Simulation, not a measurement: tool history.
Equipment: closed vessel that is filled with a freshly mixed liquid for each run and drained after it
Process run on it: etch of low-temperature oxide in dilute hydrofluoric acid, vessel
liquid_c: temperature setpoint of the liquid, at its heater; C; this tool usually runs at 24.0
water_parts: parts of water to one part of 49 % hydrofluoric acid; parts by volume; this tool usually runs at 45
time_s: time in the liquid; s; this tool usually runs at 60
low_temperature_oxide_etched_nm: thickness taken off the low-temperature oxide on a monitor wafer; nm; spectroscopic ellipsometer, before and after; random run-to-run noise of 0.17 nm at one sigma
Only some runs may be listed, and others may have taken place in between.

run,hour,liquid_c,water_parts,time_s,"read-back film thickness of the low-temperature oxide reference wafer, read on the same gauge (nm)",low_temperature_oxide_etched_nm
1,0.0,24.0,45,60,29.99,37.06
2,32.0,27.5,45,70,29.99,49.92
3,63.7,24.0,45,60,30.05,36.64
4,76.7,24.0,45,60,30.01,37.04
5,108.4,24.0,45,60,30.01,37.11
6,136.2,24.0,45,60,29.98,37.16
7,152.4,24.0,45,50,29.97,30.88
8,171.1,24.0,45,50,29.96,31.15
9,188.9,24.0,45,60,29.96,37.64
10,221.1,24.0,45,80,29.95,50.24
11,257.0,24.0,45,80,29.97,49.74
12,292.8,24.0,45,80,29.95,46.15
13,328.3,21.0,25,85,29.97,79.93
14,353.0,25.5,35,60,30.04,47.86
15,387.1,27.0,40,40,30.02,29.77
16,418.0,26.0,40,35,30.00,25.28
17,430.4,24.0,55,85,30.06,40.24
18,445.2,20.5,45,60,30.05,30.43
19,480.9,28.5,35,95,30.00,87.06
20,511.5,27.0,45,50,30.05,33.35
21,527.9,22.5,45,80,30.01,44.18
22,544.0,24.0,45,60,30.00,35.52
23,570.0,24.0,45,60,29.98,35.52
24,606.0,24.0,45,60,30.00,35.68
25,640.6,24.0,45,60,30.01,35.56

The log once held 3 entries between its listed runs, left out of this copy. Where does each go, and what is different about the tool's unlogged condition between the listed run before it and the listed run after it?
Runs 11 to 12: thermometer replaced (hour 275.0)
  liquid hotter than its thermometer reads (K): 2.23 -> 0.387
  measured minus no-state result, low_temperature_oxide_etched_nm: +4.34 -> +0.74 nm
Runs 15 to 16: hydrofluoric acid flow meter replaced (hour 396.0)
  liquid hotter than its thermometer reads (K): 0.54 -> 0.59
  measured minus no-state result, low_temperature_oxide_etched_nm: +0.64 -> +0.60 nm
Runs 16 to 17: gauge calibrated (hour 426.0)
  liquid hotter than its thermometer reads (K): 0.59 -> 0.61
  measured minus no-state result, low_temperature_oxide_etched_nm: +0.60 -> +0.99 nm
